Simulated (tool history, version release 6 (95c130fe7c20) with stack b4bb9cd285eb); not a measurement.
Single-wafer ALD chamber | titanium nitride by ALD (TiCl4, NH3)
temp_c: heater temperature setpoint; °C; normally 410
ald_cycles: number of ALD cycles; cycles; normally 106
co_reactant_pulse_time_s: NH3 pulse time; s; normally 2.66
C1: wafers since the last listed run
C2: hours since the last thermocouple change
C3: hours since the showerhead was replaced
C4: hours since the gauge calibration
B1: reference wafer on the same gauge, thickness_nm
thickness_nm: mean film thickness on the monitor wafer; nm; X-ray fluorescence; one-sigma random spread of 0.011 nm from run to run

{"run": 1, "hour": 0.0, "temp_c": 410, "ald_cycles": 106, "co_reactant_pulse_time_s": 2.66, "C1": 0, "C2": 2053.1, "C3": 5071.2, "C4": 229.1, "B1": 2.406, "thickness_nm": 2.214}
{"run": 2, "hour": 24.3, "temp_c": 410, "ald_cycles": 106, "co_reactant_pulse_time_s": 2.66, "C1": 45, "C2": 2077.4, "C3": 5095.5, "C4": 253.4, "B1": 2.403, "thickness_nm": 2.227}
{"run": 3, "hour": 45.1, "temp_c": 410, "ald_cycles": 106, "co_reactant_pulse_time_s": 2.66, "C1": 38, "C2": 2098.2, "C3": 5116.3, "C4": 274.2, "B1": 2.4, "thickness_nm": 2.22}
{"run": 4, "hour": 61.0, "temp_c": 410, "ald_cycles": 106, "co_reactant_pulse_time_s": 2.66, "C1": 29, "C2": 2114.1, "C3": 5132.2, "C4": 290.1, "B1": 2.399, "thickness_nm": 2.206}
{"run": 5, "hour": 75.6, "temp_c": 410, "ald_cycles": 106, "co_reactant_pulse_time_s": 2.66, "C1": 27, "C2": 2128.7, "C3": 5146.8, "C4": 304.7, "B1": 2.403, "thickness_nm": 2.197}
{"run": 6, "hour": 98.7, "temp_c": 401, "ald_cycles": 106, "co_reactant_pulse_time_s": 2.66, "C1": 42, "C2": 2151.8, "C3": 5169.9, "C4": 327.8, "B1": 2.398, "thickness_nm": 2.202}
{"run": 7, "hour": 126.7, "temp_c": 401, "ald_cycles": 106, "co_reactant_pulse_time_s": 2.66, "C1": 51, "C2": 2179.8, "C3": 5197.9, "C4": 355.8, "B1": 2.394, "thickness_nm": 2.208}
{"run": 8, "hour": 146.4, "temp_c": 410, "ald_cycles": 106, "co_reactant_pulse_time_s": 2.66, "C1": 36, "C2": 2199.5, "C3": 5217.6, "C4": 375.5, "B1": 2.396, "thickness_nm": 2.21}
{"run": 9, "hour": 165.1, "temp_c": 410, "ald_cycles": 106, "co_reactant_pulse_time_s": 2.66, "C1": 34, "C2": 2218.2, "C3": 5236.3, "C4": 394.2, "B1": 2.389, "thickness_nm": 2.193}
{"run": 10, "hour": 185.5, "temp_c": 400, "ald_cycles": 106, "co_reactant_pulse_time_s": 2.66, "C1": 37, "C2": 2238.6, "C3": 5256.7, "C4": 414.6, "B1": 2.394, "thickness_nm": 2.203}
{"run": 11, "hour": 214.9, "temp_c": 410, "ald_cycles": 106, "co_reactant_pulse_time_s": 1.88, "C1": 54, "C2": 2268, "C3": 5286.1, "C4": 444, "B1": 2.394, "thickness_nm": 2.176}
{"run": 12, "hour": 232.0, "temp_c": 410, "ald_cycles": 106, "co_reactant_pulse_time_s": 1.88, "C1": 31, "C2": 2285.1, "C3": 5303.2, "C4": 461.1, "B1": 2.392, "thickness_nm": 2.189}
{"run": 13, "hour": 256.2, "temp_c": 410, "ald_cycles": 106, "co_reactant_pulse_time_s": 1.88, "C1": 44, "C2": 2309.3, "C3": 5327.4, "C4": 485.3, "B1": 2.393, "thickness_nm": 2.174}
{"hour": 279.9, "done": "gauge calibrated"}
{"hour": 289.4, "done": "thermocouple changed; heater temperature recalibrated"}
{"run": 14, "hour": 306.3, "temp_c": 410, "ald_cycles": 119, "co_reactant_pulse_time_s": 2.92, "C1": 77, "C2": 16.9, "C3": 5377.5, "C4": 26.4, "B1": 2.445, "thickness_nm": 2.547}
{"run": 15, "hour": 330.7, "temp_c": 410, "ald_cycles": 106, "co_reactant_pulse_time_s": 2.66, "C1": 45, "C2": 41.3, "C3": 5401.9, "C4": 50.8, "B1": 2.435, "thickness_nm": 2.238}
{"run": 16, "hour": 346.4, "temp_c": 410, "ald_cycles": 106, "co_reactant_pulse_time_s": 2.66, "C1": 29, "C2": 57, "C3": 5417.6, "C4": 66.5, "B1": 2.433, "thickness_nm": 2.244}
{"run": 17, "hour": 362.1, "temp_c": 410, "ald_cycles": 106, "co_reactant_pulse_time_s": 2.66, "C1": 29, "C2": 72.7, "C3": 5433.3, "C4": 82.2, "B1": 2.424, "thickness_nm": 2.242}
{"run": 18, "hour": 386.3, "temp_c": 410, "ald_cycles": 106, "co_reactant_pulse_time_s": 2.66, "C1": 44, "C2": 96.9, "C3": 5457.5, "C4": 106.4, "B1": 2.419, "thickness_nm": 2.21}
{"run": 19, "hour": 421.9, "temp_c": 418, "ald_cycles": 106, "co_reactant_pulse_time_s": 2.66, "C1": 65, "C2": 132.5, "C3": 5493.1, "C4": 142, "B1": 2.419, "thickness_nm": 2.236}
{"hour": 449.0, "done": "showerhead replaced"}
{"run": 20, "hour": 449.5, "temp_c": 410, "ald_cycles": 106, "co_reactant_pulse_time_s": 2.13, "C1": 36, "C2": 160.1, "C3": 0.5, "C4": 169.6, "B1": 2.412, "thickness_nm": 2.222}
{"run": 21, "hour": 477.9, "temp_c": 410, "ald_cycles": 106, "co_reactant_pulse_time_s": 2.66, "C1": 52, "C2": 188.5, "C3": 28.9, "C4": 198, "B1": 2.405, "thickness_nm": 2.231}
{"run": 22, "hour": 502.6, "temp_c": 403, "ald_cycles": 97, "co_reactant_pulse_time_s": 3, "C1": 45, "C2": 213.2, "C3": 53.6, "C4": 222.7, "B1": 2.413, "thickness_nm": 2.021}
{"run": 23, "hour": 523.6, "temp_c": 422, "ald_cycles": 125, "co_reactant_pulse_time_s": 2.27, "C1": 38, "C2": 234.2, "C3": 74.6, "C4": 243.7, "B1": 2.407, "thickness_nm": 2.624}
{"run": 24, "hour": 540.7, "temp_c": 417, "ald_cycles": 125, "co_reactant_pulse_time_s": 3.37, "C1": 31, "C2": 251.3, "C3": 91.7, "C4": 260.8, "B1": 2.404, "thickness_nm": 2.629}
{"run": 25, "hour": 564.6, "temp_c": 410, "ald_cycles": 90, "co_reactant_pulse_time_s": 2.66, "C1": 44, "C2": 275.2, "C3": 115.6, "C4": 284.7, "B1": 2.401, "thickness_nm": 1.9}
{"run": 26, "hour": 584.9, "temp_c": 410, "ald_cycles": 106, "co_reactant_pulse_time_s": 2.66, "C1": 37, "C2": 295.5, "C3": 135.9, "C4": 305, "B1": 2.398, "thickness_nm": 2.2}
{"run": 27, "hour": 609.0, "temp_c": 410, "ald_cycles": 106, "co_reactant_pulse_time_s": 1.64, "C1": 44, "C2": 319.6, "C3": 160, "C4": 329.1, "B1": 2.399, "thickness_nm": 2.189}
{"run": 28, "hour": 622.3, "temp_c": 410, "ald_cycles": 106, "co_reactant_pulse_time_s": 2.66, "C1": 24, "C2": 332.9, "C3": 173.3, "C4": 342.4, "B1": 2.392, "thickness_nm": 2.213}
{"run": 29, "hour": 650.0, "temp_c": 402, "ald_cycles": 106, "co_reactant_pulse_time_s": 2.66, "C1": 51, "C2": 360.6, "C3": 201, "C4": 370.1, "B1": 2.397, "thickness_nm": 2.201}
{"run": 30, "hour": 666.9, "temp_c": 410, "ald_cycles": 106, "co_reactant_pulse_time_s": 1.79, "C1": 31, "C2": 377.5, "C3": 217.9, "C4": 387, "B1": 2.396, "thickness_nm": 2.183}
{"run": 31, "hour": 688.0, "temp_c": 410, "ald_cycles": 97, "co_reactant_pulse_time_s": 1.91, "C1": 39, "C2": 398.6, "C3": 239, "C4": 408.1, "B1": 2.397, "thickness_nm": 1.992}
{"run": 32, "hour": 722.6, "temp_c": 397, "ald_cycles": 92, "co_reactant_pulse_time_s": 2.66, "C1": 64, "C2": 433.2, "C3": 273.6, "C4": 442.7, "B1": 2.393, "thickness_nm": 1.918}
{"run": 33, "hour": 748.9, "temp_c": 418, "ald_cycles": 106, "co_reactant_pulse_time_s": 2.66, "C1": 48, "C2": 459.5, "C3": 299.9, "C4": 469, "B1": 2.391, "thickness_nm": 2.22}
{"run": 34, "hour": 767.5, "temp_c": 399, "ald_cycles": 106, "co_reactant_pulse_time_s": 1.72, "C1": 34, "C2": 478.1, "C3": 318.5, "C4": 487.6, "B1": 2.393, "thickness_nm": 2.177}
{"run": 35, "hour": 793.8, "temp_c": 402, "ald_cycles": 114, "co_reactant_pulse_time_s": 3.44, "C1": 48, "C2": 504.4, "C3": 344.8, "C4": 513.9, "B1": 2.391, "thickness_nm": 2.41}
{"run": 36, "hour": 811.0, "temp_c": 410, "ald_cycles": 106, "co_reactant_pulse_time_s": 2.66, "C1": 31, "C2": 521.6, "C3": 362, "C4": 531.1, "B1": 2.39, "thickness_nm": 2.225}
{"run": 37, "hour": 828.3, "temp_c": 403, "ald_cycles": 86, "co_reactant_pulse_time_s": 1.78, "C1": 32, "C2": 538.9, "C3": 379.3, "C4": 548.4, "B1": 2.392, "thickness_nm": 1.769}
{"run": 38, "hour": 845.7, "temp_c": 405, "ald_cycles": 99, "co_reactant_pulse_time_s": 1.62, "C1": 32, "C2": 556.3, "C3": 396.7, "C4": 565.8, "B1": 2.393, "thickness_nm": 2.026}

Table of differences, measured result less the result of that run with no hidden state. Run-to-run variation is the same in both. Gauge scatter possibly is not:
Hidden state at play: wafer temperature above the value expected at the setpoint (K); gauge reads high (%).
run=1 thickness_nm=-0.043
run=2 thickness_nm=-0.045
run=3 thickness_nm=-0.047
run=4 thickness_nm=-0.047
run=5 thickness_nm=-0.048
run=6 thickness_nm=-0.049
run=7 thickness_nm=-0.051
run=8 thickness_nm=-0.051
run=9 thickness_nm=-0.052
run=10 thickness_nm=-0.053
run=11 thickness_nm=-0.053
run=12 thickness_nm=-0.054
run=13 thickness_nm=-0.054
run=14 thickness_nm=-0.011
run=15 thickness_nm=-0.016
run=16 thickness_nm=-0.019
run=17 thickness_nm=-0.022
run=18 thickness_nm=-0.026
run=19 thickness_nm=-0.032
run=20 thickness_nm=-0.035
run=21 thickness_nm=-0.039
run=22 thickness_nm=-0.036
run=23 thickness_nm=-0.05
run=24 thickness_nm=-0.052
run=25 thickness_nm=-0.038
run=26 thickness_nm=-0.046
run=27 thickness_nm=-0.047
run=28 thickness_nm=-0.048
run=29 thickness_nm=-0.049
run=30 thickness_nm=-0.05
run=31 thickness_nm=-0.046
run=32 thickness_nm=-0.045
run=33 thickness_nm=-0.053
run=34 thickness_nm=-0.052
run=35 thickness_nm=-0.058
run=36 thickness_nm=-0.054
run=37 thickness_nm=-0.044
run=38 thickness_nm=-0.049
